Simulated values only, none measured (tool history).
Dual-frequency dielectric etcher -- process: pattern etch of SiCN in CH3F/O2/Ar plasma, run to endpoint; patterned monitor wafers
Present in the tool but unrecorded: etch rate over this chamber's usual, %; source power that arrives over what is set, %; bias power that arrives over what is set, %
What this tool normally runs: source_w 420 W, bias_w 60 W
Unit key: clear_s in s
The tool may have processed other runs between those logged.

run    hour  source_w  bias_w  wafers since the last listed run  hours since the last wet clean  hours since the last source power generator calibration  hours since the last bias power generator calibration  hours since the last upper electrode change  incoming incoming film thickness, nm  clear_s
  1       0       420      69                                 0                           376.1                                                   3248.5                                                 2089.6                                       3726.3                                     7       17
  2    59.6       420      69                               517                           435.7                                                   3308.1                                                 2149.2                                       3785.9                                  7.03       17
  3    89.3       420      67                               258                           465.4                                                   3337.8                                                 2178.9                                       3815.6                                  7.01     17.1
      157.4  -- wet clean of the chamber
  4   157.9       420      67                               387                             0.5                                                   3406.4                                                 2247.5                                       3884.2                                  6.92     17.3
  5   211.5       420      60                               465                            54.1                                                     3460                                                 2301.1                                       3937.8                                  7.03       18
  6   272.4       420      60                               529                             115                                                   3520.9                                                   2362                                       3998.7                                  7.04       18
  7   337.5       420      60                               565                           180.1                                                     3586                                                 2427.1                                       4063.8                                  7.01       18
  8   392.4       420      60                               477                             235                                                   3640.9                                                   2482                                       4118.7                                  6.98     17.9
  9   416.5       390      60                               209                           259.1                                                     3665                                                 2506.1                                       4142.8                                  6.94     18.3
 10   476.5       390      60                               521                           319.1                                                     3725                                                 2566.1                                       4202.8                                  6.97     18.3
 11   537.3       370      60                               528                           379.9                                                   3785.8                                                 2626.9                                       4263.6                                  6.91     18.4
 12   598.9       370      60                               535                           441.5                                                   3847.4                                                 2688.5                                       4325.2                                  7.06     18.7
      606.1  -- source power generator calibrated
      634.1  -- bias power generator calibrated
 13   647.4       370      60                               351                             490                                                     41.3                                                   13.3                                       4373.7                                  6.94     18.4
 14   687.3       420      60                               346                           529.9                                                     81.2                                                   53.2                                       4413.6                                  6.94     17.4
      740.7  -- upper electrode replaced
 15   751.1       340      67                               345                           593.7                                                      145                                                    117                                         10.4                                  7.03     18.6
      785.8  -- wet clean of the chamber
 16   802.7       420      60                               239                            16.9                                                    196.6                                                  168.6                                           62                                  6.97       18
 17   858.1       460      60                               481                            72.3                                                      252                                                    224                                        117.4                                  7.02     17.4
 18   900.7       450      46                               370                           114.9                                                    294.6                                                  266.6                                          160                                  7.06     19.1
 19   936.8       450      55                               313                             151                                                    330.7                                                  302.7                                        196.1                                  7.01     17.9
 20   972.2       420      60                               307                           186.4                                                    366.1                                                  338.1                                        231.5                                  6.95     17.8
 21  1027.1       480      67                               477                           241.3                                                      421                                                    393                                        286.4                                  6.96     16.1
 22  1051.8       370      71                               214                             266                                                    445.7                                                  417.7                                        311.1                                  7.03     17.9
 23    1090       370      70                               331                           304.2                                                    483.9                                                  455.9                                        349.3                                  6.96     17.8
 24  1120.1       370      60                               261                           334.3                                                      514                                                    486                                        379.4                                  7.04     18.9
 25  1174.9       320      46                               476                           389.1                                                    568.8                                                  540.8                                        434.2                                  7.03     21.9
 26  1224.8       380      66                               433                             439                                                    618.7                                                  590.7                                        484.1                                  6.99     17.9
 27  1277.8       470      48                               460                             492                                                    671.7                                                  643.7                                        537.1                                  7.02     17.9
 28  1346.9       420      60                               600                           561.1                                                    740.8                                                  712.8                                        606.2                                  7.01     17.5

Below are 3 alternative next runs, each starting from the tool's condition after run 28. Predict each:
  A  1347.3       420      53                                 3                           561.5                                                    741.2                                                  713.2                                        606.6                                  7.07        ?
  B  1347.3       340      54                                 3                           561.5                                                    741.2                                                  713.2                                        606.6                                  7.07        ?
  C  1347.3       330      68                                 3                           561.5                                                    741.2                                                  713.2                                        606.6                                  7.07        ?

run  clear_s
  A     18.5
  B     20.2
  C     18.9
Had the tool no hidden state, the same runs would have come out as:
run  clear_s
  A     19.2
  B     20.9
  C     19.6
